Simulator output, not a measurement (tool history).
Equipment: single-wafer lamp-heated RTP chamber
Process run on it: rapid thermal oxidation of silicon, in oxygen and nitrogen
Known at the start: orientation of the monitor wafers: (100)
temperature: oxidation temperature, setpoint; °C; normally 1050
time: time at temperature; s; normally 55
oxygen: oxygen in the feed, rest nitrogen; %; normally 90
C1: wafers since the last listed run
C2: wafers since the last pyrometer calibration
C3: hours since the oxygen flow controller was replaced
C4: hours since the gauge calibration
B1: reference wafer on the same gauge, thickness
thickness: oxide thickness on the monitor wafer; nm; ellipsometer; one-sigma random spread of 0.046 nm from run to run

Run 1, day 0.000: usual settings but temperature 1072 °C, oxygen 98 %; C1 0; C2 3383; C3 5431.9; C4 775.7; B1 8.244. Result: thickness 9.608 nm.
Run 2, day 0.658: usual settings but temperature 1072 °C, oxygen 98 %; C1 112; C2 3496; C3 5447.7; C4 791.5; B1 8.238. Result: thickness 9.638 nm.
Run 3, day 1.408: usual settings but temperature 1072 °C, oxygen 98 %; C1 128; C2 3624; C3 5465.7; C4 809.5; B1 8.259. Result: thickness 9.568 nm.
Run 4, day 2.404: usual settings; C1 170; C2 3795; C3 5489.6; C4 833.4; B1 8.254. Result: thickness 8.212 nm.
Run 5, day 3.400: usual settings but oxygen 66 %; C1 170; C2 3965; C3 5513.5; C4 857.3; B1 8.271. Result: thickness 7.223 nm.
Run 6, day 4.792: usual settings but oxygen 66 %; C1 238; C2 4203; C3 5546.9; C4 890.7; B1 8.284. Result: thickness 7.287 nm.
Run 7, day 5.642: usual settings but oxygen 66 %; C1 145; C2 4348; C3 5567.3; C4 911.1; B1 8.313. Result: thickness 7.362 nm.
Run 8, day 6.208: usual settings; C1 96; C2 4445; C3 5580.9; C4 924.7; B1 8.301. Result: thickness 8.115 nm.
Run 9, day 7.646: usual settings; C1 245; C2 4691; C3 5615.4; C4 959.2; B1 8.328. Result: thickness 8.179 nm.
Run 10, day 8.229: usual settings; C1 99; C2 4791; C3 5629.4; C4 973.2; B1 8.321. Result: thickness 8.120 nm.
Run 11, day 9.046: usual settings; C1 139; C2 4931; C3 5649.0; C4 992.8; B1 8.342. Result: thickness 8.154 nm.
Run 12, day 10.108: usual settings; C1 181; C2 5112; C3 5674.5; C4 1018.3; B1 8.349. Result: thickness 8.146 nm.
At day 12.079: oxygen flow controller replaced.
Run 13, day 12.100: usual settings but temperature 1073 °C; C1 283; C2 5396; C3 0.5; C4 1066.1; B1 8.395. Result: thickness 9.638 nm.
At day 12.788: gauge calibrated.
Run 14, day 13.446: usual settings but temperature 1073 °C; C1 230; C2 5626; C3 32.8; C4 15.8; B1 8.198. Result: thickness 9.351 nm.
Run 15, day 13.979: usual settings but temperature 1073 °C; C1 91; C2 5717; C3 45.6; C4 28.6; B1 8.186. Result: thickness 9.418 nm.
Run 16, day 14.975: usual settings but time 37 s, oxygen 98 %; C1 170; C2 5888; C3 69.5; C4 52.5; B1 8.209. Result: thickness 6.921 nm.
Run 17, day 16.033: usual settings; C1 181; C2 6069; C3 94.9; C4 77.9; B1 8.196. Result: thickness 8.057 nm.
Run 18, day 17.508: usual settings; C1 252; C2 6321; C3 130.3; C4 113.3; B1 8.198. Result: thickness 8.035 nm.
Run 19, day 18.779: usual settings but time 80 s; C1 217; C2 6538; C3 160.8; C4 143.8; B1 8.205. Result: thickness 9.493 nm.
Run 20, day 20.225: usual settings but temperature 1024 °C, oxygen 64 %; C1 247; C2 6786; C3 195.5; C4 178.5; B1 8.208. Result: thickness 5.962 nm.
Run 21, day 24.654: usual settings but temperature 1024 °C, time 43 s; C1 757; C2 7543; C3 301.8; C4 284.8; B1 8.227. Result: thickness 6.042 nm.
Run 22, day 25.650: usual settings but temperature 1062 °C, time 39 s, oxygen 67 %; C1 170; C2 7714; C3 325.7; C4 308.7; B1 8.229. Result: thickness 6.746 nm.
At day 26.838: pyrometer window cleaned and pyrometer calibrated.
Run 23, day 26.896: usual settings; C1 156; C2 10; C3 355.6; C4 338.6; B1 8.227. Result: thickness 8.082 nm.
Run 24, day 28.004: usual settings but temperature 1071 °C, oxygen 65 %; C1 189; C2 199; C3 382.2; C4 365.2; B1 8.245. Result: thickness 8.285 nm.
Run 25, day 28.700: usual settings; C1 119; C2 318; C3 398.9; C4 381.9; B1 8.248. Result: thickness 8.171 nm.
Run 26, day 30.158: usual settings but temperature 1042 °C, time 67 s; C1 249; C2 568; C3 433.9; C4 416.9; B1 8.246. Result: thickness 8.382 nm.
Run 27, day 30.896: usual settings but temperature 1059 °C; C1 126; C2 694; C3 451.6; C4 434.6; B1 8.240. Result: thickness 8.600 nm.
Run 28, day 32.367: usual settings but time 43 s, oxygen 60 %; C1 251; C2 945; C3 486.9; C4 469.9; B1 8.270. Result: thickness 6.259 nm.
Run 29, day 33.167: usual settings; C1 136; C2 1082; C3 506.1; C4 489.1; B1 8.281. Result: thickness 8.076 nm.
Run 30, day 33.967: usual settings but temperature 1042 °C, time 40 s; C1 136; C2 1219; C3 525.3; C4 508.3; B1 8.277. Result: thickness 6.641 nm.
Run 31, day 34.700: usual settings but temperature 1031 °C, oxygen 73 %; C1 125; C2 1344; C3 542.9; C4 525.9; B1 8.297. Result: thickness 6.597 nm.
Run 32, day 35.967: usual settings but oxygen 98 %; C1 216; C2 1561; C3 573.3; C4 556.3; B1 8.297. Result: thickness 8.380 nm.
Run 33, day 36.942: usual settings but temperature 1038 °C, oxygen 98 %; C1 166; C2 1728; C3 596.7; C4 579.7; B1 8.285. Result: thickness 7.700 nm.
Run 34, day 38.104: usual settings but temperature 1039 °C, oxygen 98 %; C1 198; C2 1927; C3 624.6; C4 607.6; B1 8.319. Result: thickness 7.836 nm.
Run 35, day 39.154: usual settings but time 80 s; C1 179; C2 2106; C3 649.8; C4 632.8; B1 8.315. Result: thickness 9.591 nm.
Run 36, day 40.054: usual settings but temperature 1036 °C, time 34 s, oxygen 75 %; C1 153; C2 2260; C3 671.4; C4 654.4; B1 8.335. Result: thickness 5.673 nm.
Run 37, day 41.158: usual settings; C1 188; C2 2449; C3 697.9; C4 680.9; B1 8.344. Result: thickness 8.110 nm.

Table of differences, measured result less the result of that run with no hidden state. Run-to-run variation is the same in both. Gauge scatter possibly is not:
What the log doesn't record here: true wafer temperature minus pyrometer reading, K; deviation of the oxygen flow from its setpoint, %; gauge reads high (%).
run  thickness
  1     +0.074
  2     +0.083
  3     +0.092
  4     +0.091
  5     +0.091
  6     +0.107
  7     +0.118
  8     +0.138
  9     +0.158
 10     +0.165
 11     +0.176
 12     +0.192
 13     +0.260
 14     +0.032
 15     +0.033
 16     +0.024
 17     +0.029
 18     +0.032
 19     +0.040
 20     +0.027
 21     +0.039
 22     +0.047
 23     +0.062
 24     +0.069
 25     +0.072
 26     +0.083
 27     +0.089
 28     +0.072
 29     +0.099
 30     +0.086
 31     +0.089
 32     +0.124
 33     +0.121
 34     +0.133
 35     +0.173
 36     +0.108
 37     +0.165

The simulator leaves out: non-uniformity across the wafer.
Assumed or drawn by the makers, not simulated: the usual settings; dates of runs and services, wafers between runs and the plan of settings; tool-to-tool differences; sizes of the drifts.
